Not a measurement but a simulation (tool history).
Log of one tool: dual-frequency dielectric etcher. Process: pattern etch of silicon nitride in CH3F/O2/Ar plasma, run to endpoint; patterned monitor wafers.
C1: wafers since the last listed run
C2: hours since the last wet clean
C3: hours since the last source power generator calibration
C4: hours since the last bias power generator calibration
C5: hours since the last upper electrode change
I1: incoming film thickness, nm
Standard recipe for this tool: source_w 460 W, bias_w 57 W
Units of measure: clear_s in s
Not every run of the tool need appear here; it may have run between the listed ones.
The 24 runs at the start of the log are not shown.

run 25 hour=268.5 | source_w=390 bias_w=57 | C1=216 C2=277.3 C3=30.6 C4=259.2 C5=132 | I1=20.28 | clear_s=29.6
run 26 hour=278.1 | source_w=460 bias_w=57 | C1=146 C2=286.9 C3=40.2 C4=268.8 C5=141.6 | I1=20.43 | clear_s=28.8
run 27 hour=285.3 | source_w=540 bias_w=52 | C1=109 C2=294.1 C3=47.4 C4=276 C5=148.8 | I1=20.29 | clear_s=28.3
run 28 hour=292.7 | source_w=460 bias_w=57 | C1=112 C2=301.5 C3=54.8 C4=283.4 C5=156.2 | I1=20.39 | clear_s=28.5
run 29 hour=304.6 | source_w=550 bias_w=51 | C1=181 C2=313.4 C3=66.7 C4=295.3 C5=168.1 | I1=20.35 | clear_s=28.6
run 30 hour=314.1 | source_w=500 bias_w=51 | C1=144 C2=322.9 C3=76.2 C4=304.8 C5=177.6 | I1=20.44 | clear_s=29.2
run 31 hour=332.1 | source_w=460 bias_w=68 | C1=274 C2=340.9 C3=94.2 C4=322.8 C5=195.6 | I1=20.21 | clear_s=26.6
run 32 hour=338.7 | source_w=410 bias_w=52 | C1=100 C2=347.5 C3=100.8 C4=329.4 C5=202.2 | I1=20.34 | clear_s=30.2
run 33 hour=356 | source_w=550 bias_w=64 | C1=264 C2=364.8 C3=118.1 C4=346.7 C5=219.5 | I1=20.11 | clear_s=26

Run 34 comes next. What will it give?
run 34 hour=371.9 | source_w=460 bias_w=57 | C1=242 C2=380.7 C3=134 C4=362.6 C5=235.4 | I1=20.26 | clear_s=?

clear_s: 28.4 s
If the tool had no hidden condition, the same run with the same run-to-run variation would have returned clear_s 28.8 s.
